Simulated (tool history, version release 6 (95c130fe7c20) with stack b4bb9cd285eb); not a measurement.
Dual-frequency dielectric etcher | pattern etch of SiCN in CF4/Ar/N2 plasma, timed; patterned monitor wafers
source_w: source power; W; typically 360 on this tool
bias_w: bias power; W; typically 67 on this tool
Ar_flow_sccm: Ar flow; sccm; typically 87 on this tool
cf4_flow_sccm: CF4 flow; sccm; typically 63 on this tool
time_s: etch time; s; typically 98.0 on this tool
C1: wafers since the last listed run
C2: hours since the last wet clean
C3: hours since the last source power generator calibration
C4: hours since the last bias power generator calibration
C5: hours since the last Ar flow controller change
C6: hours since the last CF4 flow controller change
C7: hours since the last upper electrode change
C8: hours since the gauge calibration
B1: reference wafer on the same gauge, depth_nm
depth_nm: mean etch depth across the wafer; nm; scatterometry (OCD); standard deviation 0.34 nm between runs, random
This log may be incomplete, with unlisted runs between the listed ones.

run 1 hour=0.0 | source_w=360 bias_w=67 Ar_flow_sccm=87 cf4_flow_sccm=63 time_s=98.0 | C1=0 C2=457.0 C3=3142.6 C4=1705.7 C5=2201.6 C6=3666.1 C7=4349.2 C8=299.4 | B1=64.5 | depth_nm=68.1
run 2 hour=50.4 | source_w=360 bias_w=67 Ar_flow_sccm=87 cf4_flow_sccm=63 time_s=98.0 | C1=303 C2=507.4 C3=3193.0 C4=1756.1 C5=2252.0 C6=3716.5 C7=4399.6 C8=349.8 | B1=64.5 | depth_nm=69.0
-- hour=106.8 wet clean of the chamber
run 3 hour=142.4 | source_w=360 bias_w=67 Ar_flow_sccm=87 cf4_flow_sccm=63 time_s=98.0 | C1=409 C2=35.6 C3=3285.0 C4=1848.1 C5=2344.0 C6=3808.5 C7=4491.6 C8=441.8 | B1=64.6 | depth_nm=69.7
run 4 hour=198.8 | source_w=360 bias_w=67 Ar_flow_sccm=87 cf4_flow_sccm=63 time_s=98.0 | C1=339 C2=92.0 C3=3341.4 C4=1904.5 C5=2400.4 C6=3864.9 C7=4548.0 C8=498.2 | B1=64.5 | depth_nm=69.9
run 5 hour=240.2 | source_w=360 bias_w=74 Ar_flow_sccm=87 cf4_flow_sccm=63 time_s=98.0 | C1=249 C2=133.4 C3=3382.8 C4=1945.9 C5=2441.8 C6=3906.3 C7=4589.4 C8=539.6 | B1=64.6 | depth_nm=71.3
run 6 hour=311.5 | source_w=360 bias_w=74 Ar_flow_sccm=87 cf4_flow_sccm=63 time_s=98.0 | C1=429 C2=204.7 C3=3454.1 C4=2017.2 C5=2513.1 C6=3977.6 C7=4660.7 C8=610.9 | B1=64.5 | depth_nm=72.4
-- hour=373.0 wet clean of the chamber, repeated, since the last time left the tool worse
-- hour=384.8 Ar flow controller replaced
-- hour=408.7 source power generator calibrated
-- hour=439.2 bias power generator calibrated
run 7 hour=441.5 | source_w=360 bias_w=74 Ar_flow_sccm=87 cf4_flow_sccm=63 time_s=98.0 | C1=554 C2=68.5 C3=32.8 C4=2.3 C5=56.7 C6=4107.6 C7=4790.7 C8=740.9 | B1=64.4 | depth_nm=68.1
run 8 hour=508.3 | source_w=360 bias_w=67 Ar_flow_sccm=87 cf4_flow_sccm=63 time_s=98.0 | C1=402 C2=135.3 C3=99.6 C4=69.1 C5=123.5 C6=4174.4 C7=4857.5 C8=807.7 | B1=64.4 | depth_nm=67.8
run 9 hour=561.6 | source_w=360 bias_w=67 Ar_flow_sccm=87 cf4_flow_sccm=63 time_s=98.0 | C1=321 C2=188.6 C3=152.9 C4=122.4 C5=176.8 C6=4227.7 C7=4910.8 C8=861.0 | B1=64.5 | depth_nm=66.9
run 10 hour=627.6 | source_w=360 bias_w=67 Ar_flow_sccm=87 cf4_flow_sccm=57 time_s=98.0 | C1=397 C2=254.6 C3=218.9 C4=188.4 C5=242.8 C6=4293.7 C7=4976.8 C8=927.0 | B1=64.4 | depth_nm=66.0
-- hour=664.7 upper electrode replaced
-- hour=671.3 gauge calibrated
run 11 hour=673.7 | source_w=360 bias_w=67 Ar_flow_sccm=87 cf4_flow_sccm=63 time_s=98.0 | C1=133 C2=300.7 C3=265.0 C4=234.5 C5=288.9 C6=4339.8 C7=9.0 C8=2.4 | B1=64.4 | depth_nm=67.5
run 12 hour=716.3 | source_w=360 bias_w=67 Ar_flow_sccm=87 cf4_flow_sccm=63 time_s=98.0 | C1=256 C2=343.3 C3=307.6 C4=277.1 C5=331.5 C6=4382.4 C7=51.6 C8=45.0 | B1=64.5 | depth_nm=67.7
run 13 hour=758.8 | source_w=360 bias_w=50 Ar_flow_sccm=106 cf4_flow_sccm=63 time_s=98.0 | C1=255 C2=385.8 C3=350.1 C4=319.6 C5=374.0 C6=4424.9 C7=94.1 C8=87.5 | B1=64.6 | depth_nm=61.8
-- hour=765.0 CF4 flow controller replaced
run 14 hour=785.5 | source_w=360 bias_w=67 Ar_flow_sccm=87 cf4_flow_sccm=63 time_s=98.0 | C1=124 C2=412.5 C3=376.8 C4=346.3 C5=400.7 C6=20.5 C7=120.8 C8=114.2 | B1=64.6 | depth_nm=67.8
-- hour=879.1 wet clean of the chamber
run 15 hour=879.6 | source_w=360 bias_w=77 Ar_flow_sccm=107 cf4_flow_sccm=57 time_s=121.5 | C1=422 C2=0.5 C3=470.9 C4=440.4 C5=494.8 C6=114.6 C7=214.9 C8=208.3 | B1=64.5 | depth_nm=82.4
run 16 hour=890.0 | source_w=400 bias_w=67 Ar_flow_sccm=87 cf4_flow_sccm=56 time_s=98.0 | C1=62 C2=10.9 C3=481.3 C4=450.8 C5=505.2 C6=125.0 C7=225.3 C8=218.7 | B1=64.5 | depth_nm=68.9
run 17 hour=924.7 | source_w=360 bias_w=67 Ar_flow_sccm=87 cf4_flow_sccm=73 time_s=98.0 | C1=209 C2=45.6 C3=516.0 C4=485.5 C5=539.9 C6=159.7 C7=260.0 C8=253.4 | B1=64.4 | depth_nm=67.1
run 18 hour=975.5 | source_w=410 bias_w=67 Ar_flow_sccm=105 cf4_flow_sccm=63 time_s=115.0 | C1=305 C2=96.4 C3=566.8 C4=536.3 C5=590.7 C6=210.5 C7=310.8 C8=304.2 | B1=64.6 | depth_nm=81.3
run 19 hour=1046.6 | source_w=360 bias_w=67 Ar_flow_sccm=87 cf4_flow_sccm=63 time_s=98.0 | C1=428 C2=167.5 C3=637.9 C4=607.4 C5=661.8 C6=281.6 C7=381.9 C8=375.3 | B1=64.5 | depth_nm=67.2
run 20 hour=1106.8 | source_w=360 bias_w=67 Ar_flow_sccm=102 cf4_flow_sccm=63 time_s=98.0 | C1=362 C2=227.7 C3=698.1 C4=667.6 C5=722.0 C6=341.8 C7=442.1 C8=435.5 | B1=64.5 | depth_nm=65.9

Here are 5 independent what-if runs from the current tool condition. What would each one return?
run A hour=1107.2 | source_w=360 bias_w=67 Ar_flow_sccm=87 cf4_flow_sccm=75 time_s=98.0 | C1=2 C2=228.1 C3=698.5 C4=668.0 C5=722.4 C6=342.2 C7=442.5 C8=435.9 | B1=? | depth_nm=?
run B hour=1107.2 | source_w=360 bias_w=80 Ar_flow_sccm=69 cf4_flow_sccm=48 time_s=83.5 | C1=2 C2=228.1 C3=698.5 C4=668.0 C5=722.4 C6=342.2 C7=442.5 C8=435.9 | B1=? | depth_nm=?
run C hour=1107.2 | source_w=310 bias_w=67 Ar_flow_sccm=96 cf4_flow_sccm=75 time_s=98.0 | C1=2 C2=228.1 C3=698.5 C4=668.0 C5=722.4 C6=342.2 C7=442.5 C8=435.9 | B1=? | depth_nm=?
run D hour=1107.2 | source_w=310 bias_w=67 Ar_flow_sccm=87 cf4_flow_sccm=74 time_s=90.0 | C1=2 C2=228.1 C3=698.5 C4=668.0 C5=722.4 C6=342.2 C7=442.5 C8=435.9 | B1=? | depth_nm=?
run E hour=1107.2 | source_w=280 bias_w=67 Ar_flow_sccm=87 cf4_flow_sccm=72 time_s=98.0 | C1=2 C2=228.1 C3=698.5 C4=668.0 C5=722.4 C6=342.2 C7=442.5 C8=435.9 | B1=? | depth_nm=?

run=A B1=64.3 depth_nm=67.6
run=B B1=64.3 depth_nm=58.8
run=C B1=64.3 depth_nm=62.5
run=D B1=64.3 depth_nm=58.0
run=E B1=64.3 depth_nm=60.3
Without the tool's unlogged condition, the same runs would have read:
run=A depth_nm=67.2
run=B depth_nm=58.5
run=C depth_nm=62.1
run=D depth_nm=57.6
run=E depth_nm=60.0

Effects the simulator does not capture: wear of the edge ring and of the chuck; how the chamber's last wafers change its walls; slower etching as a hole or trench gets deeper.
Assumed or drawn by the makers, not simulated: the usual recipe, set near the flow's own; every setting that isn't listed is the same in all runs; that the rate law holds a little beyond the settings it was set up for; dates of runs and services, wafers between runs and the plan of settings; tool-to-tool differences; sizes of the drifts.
